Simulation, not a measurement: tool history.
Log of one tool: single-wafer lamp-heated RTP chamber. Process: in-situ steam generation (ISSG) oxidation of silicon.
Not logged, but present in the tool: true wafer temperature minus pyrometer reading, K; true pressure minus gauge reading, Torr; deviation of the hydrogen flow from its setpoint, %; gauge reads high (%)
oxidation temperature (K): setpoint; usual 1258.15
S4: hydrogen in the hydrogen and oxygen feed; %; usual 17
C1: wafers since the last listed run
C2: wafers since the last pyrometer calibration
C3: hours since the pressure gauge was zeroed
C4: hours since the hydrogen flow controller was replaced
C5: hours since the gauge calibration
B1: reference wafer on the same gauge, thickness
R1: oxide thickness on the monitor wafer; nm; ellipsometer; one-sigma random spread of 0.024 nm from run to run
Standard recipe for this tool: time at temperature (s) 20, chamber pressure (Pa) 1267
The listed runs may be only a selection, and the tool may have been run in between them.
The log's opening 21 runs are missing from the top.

Run 22, day 78.762: usual settings but time at temperature (s) 17, S4 23 %; C1 500; C2 5273; C3 252.6; C4 929.4; C5 402.0; B1 5.527. Result: R1 5.023 nm.
Run 23, day 80.812: usual settings but oxidation temperature (K) 1252.15, time at temperature (s) 26; C1 644; C2 5918; C3 301.8; C4 978.6; C5 451.2; B1 5.523. Result: R1 5.578 nm.
At day 83.358: pyrometer window cleaned and pyrometer calibrated.
Run 24, day 85.058: usual settings but oxidation temperature (K) 1268.15, time at temperature (s) 15, chamber pressure (Pa) 1360, S4 11 %; C1 1230; C2 534; C3 403.7; C4 1080.5; C5 553.1; B1 5.524. Result: R1 4.042 nm.
Run 25, day 88.083: usual settings but time at temperature (s) 25; C1 951; C2 1486; C3 476.3; C4 1153.1; C5 625.7; B1 5.520. Result: R1 5.462 nm.
Run 26, day 91.650: usual settings; C1 1122; C2 2608; C3 561.9; C4 1238.7; C5 711.3; B1 5.517. Result: R1 4.963 nm.
Run 27, day 93.904: usual settings but oxidation temperature (K) 1271.15; C1 709; C2 3317; C3 616.0; C4 1292.8; C5 765.4; B1 5.516. Result: R1 5.204 nm.
Run 28, day 98.371: usual settings; C1 1405; C2 4722; C3 723.2; C4 1400.0; C5 872.6; B1 5.522. Result: R1 5.029 nm.
Run 29, day 102.108: usual settings but oxidation temperature (K) 1248.15, time at temperature (s) 24, S4 11 %; C1 1175; C2 5898; C3 812.9; C4 1489.7; C5 962.3; B1 5.519. Result: R1 4.875 nm.
Run 30, day 103.717: usual settings but oxidation temperature (K) 1245.15, time at temperature (s) 17, chamber pressure (Pa) 1360, S4 14 %; C1 505; C2 6404; C3 851.5; C4 1528.3; C5 1000.9; B1 5.520. Result: R1 4.241 nm.
At day 105.638: pyrometer window cleaned and pyrometer calibrated.
Run 31, day 107.758: usual settings but S4 22 %; C1 1166; C2 667; C3 948.5; C4 1625.3; C5 1097.9; B1 5.517. Result: R1 5.186 nm.
Run 32, day 112.204: usual settings but oxidation temperature (K) 1269.15; C1 1398; C2 2066; C3 1055.2; C4 1732.0; C5 1204.6; B1 5.522. Result: R1 5.158 nm.

Here are 3 independent what-if runs from the current tool condition. What would each one return?
Run A, day 112.221: usual settings but oxidation temperature (K) 1241.15; C1 5; C2 2071; C3 1055.6; C4 1732.4; C5 1205.0; B1 ?. Result: R1 ?.
Run B, day 112.221: usual settings but oxidation temperature (K) 1243.15, chamber pressure (Pa) 1173; C1 5; C2 2071; C3 1055.6; C4 1732.4; C5 1205.0; B1 ?. Result: R1 ?.
Run C, day 112.221: usual settings but time at temperature (s) 27, chamber pressure (Pa) 1213, S4 21 %; C1 5; C2 2071; C3 1055.6; C4 1732.4; C5 1205.0; B1 ?. Result: R1 ?.

run     B1     R1
  A  5.519  4.660
  B  5.519  4.727
  C  5.519  5.986
With no hidden state in the tool, these same runs would have given:
run     R1
  A  4.622
  B  4.689
  C  5.928
